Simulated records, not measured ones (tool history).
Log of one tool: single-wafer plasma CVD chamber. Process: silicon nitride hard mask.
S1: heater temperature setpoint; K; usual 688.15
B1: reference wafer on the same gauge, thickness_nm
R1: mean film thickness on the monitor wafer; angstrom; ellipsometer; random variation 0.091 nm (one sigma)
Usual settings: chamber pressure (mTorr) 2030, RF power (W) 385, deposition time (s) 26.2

run 1 hour=0.0 | S1=688.15 chamber_pressure_(mTorr)=2030 RF_power_(W)=385 deposition_time_(s)=29.9 | B1=36.178 | R1=384.46
run 2 hour=13.9 | S1=684.15 chamber_pressure_(mTorr)=2030 RF_power_(W)=420 deposition_time_(s)=26.2 | B1=36.226 | R1=350.60
run 3 hour=23.0 | S1=684.15 chamber_pressure_(mTorr)=2030 RF_power_(W)=420 deposition_time_(s)=26.2 | B1=36.218 | R1=350.51
run 4 hour=32.6 | S1=684.15 chamber_pressure_(mTorr)=2030 RF_power_(W)=420 deposition_time_(s)=26.2 | B1=36.240 | R1=350.73
run 5 hour=40.2 | S1=688.15 chamber_pressure_(mTorr)=2030 RF_power_(W)=385 deposition_time_(s)=26.2 | B1=36.207 | R1=338.64
run 6 hour=52.7 | S1=688.15 chamber_pressure_(mTorr)=2030 RF_power_(W)=385 deposition_time_(s)=26.2 | B1=36.231 | R1=336.43
run 7 hour=61.0 | S1=699.15 chamber_pressure_(mTorr)=2030 RF_power_(W)=385 deposition_time_(s)=26.2 | B1=36.217 | R1=335.48
-- hour=72.4 gauge calibrated
run 8 hour=76.1 | S1=699.15 chamber_pressure_(mTorr)=2030 RF_power_(W)=385 deposition_time_(s)=26.2 | B1=36.188 | R1=335.17
-- hour=95.0 RF generator calibrated
run 9 hour=95.5 | S1=688.15 chamber_pressure_(mTorr)=2030 RF_power_(W)=385 deposition_time_(s)=23.8 | B1=36.213 | R1=300.75
-- hour=105.8 showerhead replaced
run 10 hour=106.3 | S1=701.15 chamber_pressure_(mTorr)=2320 RF_power_(W)=340 deposition_time_(s)=22.7 | B1=36.194 | R1=280.64
run 11 hour=117.9 | S1=684.15 chamber_pressure_(mTorr)=2030 RF_power_(W)=345 deposition_time_(s)=28.4 | B1=36.231 | R1=345.55
run 12 hour=129.5 | S1=701.15 chamber_pressure_(mTorr)=2320 RF_power_(W)=340 deposition_time_(s)=22.7 | B1=36.198 | R1=281.16
-- hour=146.2 capacitance manometer re-zeroed and calibrated
run 13 hour=146.7 | S1=688.15 chamber_pressure_(mTorr)=2030 RF_power_(W)=315 deposition_time_(s)=26.2 | B1=36.251 | R1=305.97
run 14 hour=152.9 | S1=688.15 chamber_pressure_(mTorr)=2260 RF_power_(W)=385 deposition_time_(s)=26.2 | B1=36.225 | R1=340.71
-- hour=160.9 thermocouple changed; heater temperature recalibrated
run 15 hour=161.4 | S1=688.15 chamber_pressure_(mTorr)=2030 RF_power_(W)=385 deposition_time_(s)=29.7 | B1=36.214 | R1=375.80
run 16 hour=173.1 | S1=699.15 chamber_pressure_(mTorr)=2030 RF_power_(W)=385 deposition_time_(s)=22.2 | B1=36.159 | R1=279.33
-- hour=189.6 RF generator calibrated, repeated, since the last time left the tool worse
run 17 hour=191.0 | S1=698.15 chamber_pressure_(mTorr)=2520 RF_power_(W)=315 deposition_time_(s)=26.2 | B1=36.210 | R1=337.19
run 18 hour=197.5 | S1=688.15 chamber_pressure_(mTorr)=2030 RF_power_(W)=385 deposition_time_(s)=30.7 | B1=36.242 | R1=406.89
run 19 hour=205.3 | S1=688.15 chamber_pressure_(mTorr)=2030 RF_power_(W)=455 deposition_time_(s)=26.2 | B1=36.183 | R1=368.32
run 20 hour=225.6 | S1=702.15 chamber_pressure_(mTorr)=2030 RF_power_(W)=405 deposition_time_(s)=26.2 | B1=36.183 | R1=350.81
run 21 hour=241.1 | S1=688.15 chamber_pressure_(mTorr)=2210 RF_power_(W)=385 deposition_time_(s)=26.2 | B1=36.208 | R1=355.31
run 22 hour=256.7 | S1=688.15 chamber_pressure_(mTorr)=2030 RF_power_(W)=385 deposition_time_(s)=26.2 | B1=36.190 | R1=347.18
run 23 hour=270.4 | S1=688.15 chamber_pressure_(mTorr)=2030 RF_power_(W)=385 deposition_time_(s)=26.2 | B1=36.191 | R1=347.94
run 24 hour=287.3 | S1=695.15 chamber_pressure_(mTorr)=2030 RF_power_(W)=385 deposition_time_(s)=21.1 | B1=36.167 | R1=277.90
run 25 hour=293.9 | S1=688.15 chamber_pressure_(mTorr)=1760 RF_power_(W)=355 deposition_time_(s)=30.0 | B1=36.212 | R1=366.46
run 26 hour=307.4 | S1=688.15 chamber_pressure_(mTorr)=2030 RF_power_(W)=410 deposition_time_(s)=26.2 | B1=36.171 | R1=354.59
run 27 hour=324.7 | S1=688.15 chamber_pressure_(mTorr)=2440 RF_power_(W)=320 deposition_time_(s)=26.2 | B1=36.161 | R1=337.15
run 28 hour=337.3 | S1=688.15 chamber_pressure_(mTorr)=2490 RF_power_(W)=385 deposition_time_(s)=30.4 | B1=36.210 | R1=424.33
run 29 hour=347.2 | S1=688.15 chamber_pressure_(mTorr)=2030 RF_power_(W)=460 deposition_time_(s)=26.2 | B1=36.171 | R1=372.12
run 30 hour=363.8 | S1=688.15 chamber_pressure_(mTorr)=2030 RF_power_(W)=385 deposition_time_(s)=26.2 | B1=36.194 | R1=346.27

Forecast each of these 3 alternatives for the next run:
run A hour=364.2 | S1=683.15 chamber_pressure_(mTorr)=2030 RF_power_(W)=385 deposition_time_(s)=26.2 | B1=? | R1=?
run B hour=364.2 | S1=692.15 chamber_pressure_(mTorr)=2030 RF_power_(W)=385 deposition_time_(s)=26.2 | B1=? | R1=?
run C hour=364.2 | S1=696.15 chamber_pressure_(mTorr)=2030 RF_power_(W)=385 deposition_time_(s)=26.2 | B1=? | R1=?

run=A B1=36.259 R1=346.22
run=B B1=36.259 R1=344.65
run=C B1=36.259 R1=343.94
Without the tool's hidden state the same runs would have given:
run=A R1=346.67
run=B R1=345.10
run=C R1=344.39
